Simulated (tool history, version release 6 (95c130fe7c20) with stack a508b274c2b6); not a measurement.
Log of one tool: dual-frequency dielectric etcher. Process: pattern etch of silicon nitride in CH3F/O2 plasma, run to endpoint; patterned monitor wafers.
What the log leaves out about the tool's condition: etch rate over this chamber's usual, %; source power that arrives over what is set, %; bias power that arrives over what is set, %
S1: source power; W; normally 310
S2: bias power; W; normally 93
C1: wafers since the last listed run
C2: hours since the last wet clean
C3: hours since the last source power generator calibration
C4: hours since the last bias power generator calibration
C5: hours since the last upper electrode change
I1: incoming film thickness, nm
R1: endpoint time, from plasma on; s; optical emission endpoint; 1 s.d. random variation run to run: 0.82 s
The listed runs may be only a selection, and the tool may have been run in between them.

| run | hour | S1 | S2 | C1 | C2 | C3 | C4 | C5 | I1 | R1 |
|---|---|---|---|---|---|---|---|---|---|---|
| 1 | 0 | 280 | 105 | 0 | 520.3 | 1529.2 | 1873.2 | 4970.9 | 82.9 | 100.7 |
| 2 | 63.7 | 310 | 93 | 545 | 584 | 1592.9 | 1936.9 | 5034.6 | 82.6 | 104.1 |
|  | 142.5 | wet clean of the chamber |
| 3 | 143 | 310 | 93 | 473 | 0.5 | 1672.2 | 2016.2 | 5113.9 | 82.8 | 101.1 |
| 4 | 193.7 | 310 | 93 | 433 | 51.2 | 1722.9 | 2066.9 | 5164.6 | 82.9 | 100.4 |
| 5 | 252.5 | 310 | 88 | 503 | 110 | 1781.7 | 2125.7 | 5223.4 | 82.6 | 104.8 |
| 6 | 286.1 | 310 | 88 | 287 | 143.6 | 1815.3 | 2159.3 | 5257 | 82.1 | 103.2 |
| 7 | 341.1 | 310 | 88 | 470 | 198.6 | 1870.3 | 2214.3 | 5312 | 83.4 | 105.1 |
| 8 | 403.7 | 310 | 93 | 535 | 261.2 | 1932.9 | 2276.9 | 5374.6 | 82.4 | 102.5 |
|  | 414.1 | source power generator calibrated |
| 9 | 469.6 | 310 | 93 | 529 | 327.1 | 55.5 | 2342.8 | 5440.5 | 82.3 | 102.2 |
| 10 | 506.5 | 310 | 93 | 315 | 364 | 92.4 | 2379.7 | 5477.4 | 83.3 | 102.6 |
|  | 586.8 | upper electrode replaced |
| 11 | 587.3 | 270 | 75 | 486 | 444.8 | 173.2 | 2460.5 | 0.5 | 82.3 | 117.8 |
| 12 | 623.5 | 310 | 93 | 309 | 481 | 209.4 | 2496.7 | 36.7 | 82.5 | 103.2 |
| 13 | 683.3 | 310 | 93 | 511 | 540.8 | 269.2 | 2556.5 | 96.5 | 83.1 | 104.6 |
|  | 695.2 | bias power generator calibrated |
| 14 | 731 | 310 | 93 | 374 | 588.5 | 316.9 | 35.8 | 144.2 | 82.6 | 103.4 |
| 15 | 774.2 | 240 | 76 | 369 | 631.7 | 360.1 | 79 | 187.4 | 83.1 | 125 |
|  | 824.7 | wet clean of the chamber |
| 16 | 825.2 | 350 | 93 | 231 | 0.5 | 411.1 | 130 | 238.4 | 82.7 | 103.8 |
| 17 | 860.2 | 310 | 93 | 299 | 35.5 | 446.1 | 165 | 273.4 | 82.5 | 107.2 |
| 18 | 904.7 | 340 | 82 | 380 | 80 | 490.6 | 209.5 | 317.9 | 81.9 | 111.7 |
| 19 | 938.2 | 260 | 105 | 286 | 113.5 | 524.1 | 243 | 351.4 | 81.9 | 105.7 |
| 20 | 988.6 | 310 | 93 | 431 | 163.9 | 574.5 | 293.4 | 401.8 | 82.7 | 108.5 |
| 21 | 1035.7 | 270 | 73 | 403 | 211 | 621.6 | 340.5 | 448.9 | 82.8 | 128.1 |
|  | 1078 | wet clean of the chamber, repeated, since the last time left the tool worse |
| 22 | 1078.5 | 260 | 73 | 160 | 0.5 | 664.4 | 383.3 | 491.7 | 82.1 | 118.1 |
| 23 | 1125.9 | 310 | 71 | 405 | 47.9 | 711.8 | 430.7 | 539.1 | 82.3 | 113.7 |
| 24 | 1190.5 | 230 | 93 | 552 | 112.5 | 776.4 | 495.3 | 603.7 | 82.2 | 110 |
| 25 | 1220.1 | 280 | 93 | 253 | 142.1 | 806 | 524.9 | 633.3 | 82.1 | 103.1 |
| 26 | 1300.5 | 350 | 108 | 688 | 222.5 | 886.4 | 605.3 | 713.7 | 82.8 | 91.6 |

What was the tool's hidden state at every run in the log?
source power that arrives over what is set, %: 0 on each run
bias power that arrives over what is set, %: 0 on each run
H1: etch rate over this chamber's usual, %
| run | H1 |
|---|---|
| 1 | -2.93 |
| 2 | -3.27 |
| 3 | 0.378 |
| 4 | 0.113 |
| 5 | -0.194 |
| 6 | -0.37 |
| 7 | -0.658 |
| 8 | -0.985 |
| 9 | -1.33 |
| 10 | -1.52 |
| 11 | -1.95 |
| 12 | -2.13 |
| 13 | -2.45 |
| 14 | -2.7 |
| 15 | -2.92 |
| 16 | -5.6 |
| 17 | -5.79 |
| 18 | -6.02 |
| 19 | -6.19 |
| 20 | -6.46 |
| 21 | -6.7 |
| 22 | 0.466 |
| 23 | 0.218 |
| 24 | -0.12 |
| 25 | -0.274 |
| 26 | -0.695 |

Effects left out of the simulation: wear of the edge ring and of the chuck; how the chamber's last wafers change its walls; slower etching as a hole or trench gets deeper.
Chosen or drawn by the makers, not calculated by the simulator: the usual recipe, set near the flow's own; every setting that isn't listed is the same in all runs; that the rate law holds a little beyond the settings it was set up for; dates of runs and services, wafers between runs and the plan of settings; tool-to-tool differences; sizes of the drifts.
